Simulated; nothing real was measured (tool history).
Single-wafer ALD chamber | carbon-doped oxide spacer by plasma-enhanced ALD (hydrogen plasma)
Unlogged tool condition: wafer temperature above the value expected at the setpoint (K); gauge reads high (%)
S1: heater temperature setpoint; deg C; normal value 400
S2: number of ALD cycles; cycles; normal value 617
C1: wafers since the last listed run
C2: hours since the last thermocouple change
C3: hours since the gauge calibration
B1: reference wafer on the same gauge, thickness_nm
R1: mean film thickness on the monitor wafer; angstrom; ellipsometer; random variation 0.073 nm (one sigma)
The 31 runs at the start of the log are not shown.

{"run": 32, "hour": 2283.8, "S1": 395, "S2": 617, "C1": 39, "C2": 104.8, "C3": 1037.2, "B1": 32.511, "R1": 290.7}
{"run": 33, "hour": 2485.4, "S1": 400, "S2": 617, "C1": 157, "C2": 306.4, "C3": 1238.8, "B1": 32.501, "R1": 288.6}
{"run": 34, "hour": 2564.9, "S1": 405, "S2": 617, "C1": 62, "C2": 385.9, "C3": 1318.3, "B1": 32.487, "R1": 285.35}
{"run": 35, "hour": 2624.7, "S1": 400, "S2": 617, "C1": 46, "C2": 445.7, "C3": 1378.1, "B1": 32.462, "R1": 289.83}
{"run": 36, "hour": 2706.6, "S1": 395, "S2": 543, "C1": 64, "C2": 527.6, "C3": 1460, "B1": 32.444, "R1": 254.93}
{"run": 37, "hour": 2761.0, "S1": 400, "S2": 617, "C1": 42, "C2": 582, "C3": 1514.4, "B1": 32.448, "R1": 288.38}
{"run": 38, "hour": 2812.9, "S1": 393, "S2": 617, "C1": 40, "C2": 633.9, "C3": 1566.3, "B1": 32.439, "R1": 289.78}
{"run": 39, "hour": 2918.2, "S1": 385, "S2": 569, "C1": 82, "C2": 739.2, "C3": 1671.6, "B1": 32.385, "R1": 265.57}
{"run": 40, "hour": 3024.4, "S1": 400, "S2": 617, "C1": 83, "C2": 845.4, "C3": 1777.8, "B1": 32.352, "R1": 289.3}
{"run": 41, "hour": 3091.4, "S1": 400, "S2": 617, "C1": 52, "C2": 912.4, "C3": 1844.8, "B1": 32.333, "R1": 289.22}
{"run": 42, "hour": 3163.0, "S1": 387, "S2": 554, "C1": 56, "C2": 984, "C3": 1916.4, "B1": 32.325, "R1": 258.28}
{"run": 43, "hour": 3209.7, "S1": 400, "S2": 617, "C1": 36, "C2": 1030.7, "C3": 1963.1, "B1": 32.261, "R1": 287.72}
{"run": 44, "hour": 3297.7, "S1": 395, "S2": 705, "C1": 68, "C2": 1118.7, "C3": 2051.1, "B1": 32.302, "R1": 330.94}

Expected results for the next run?
{"run": 45, "hour": 3382.9, "S1": 400, "S2": 506, "C1": 66, "C2": 1203.9, "C3": 2136.3, "B1": "?", "R1": "?"}

B1: 32.276
R1: 236.09 angstrom
Take away the tool's hidden state, keep the run-to-run variation as it was, and the same run would have given R1 240.07 angstrom.
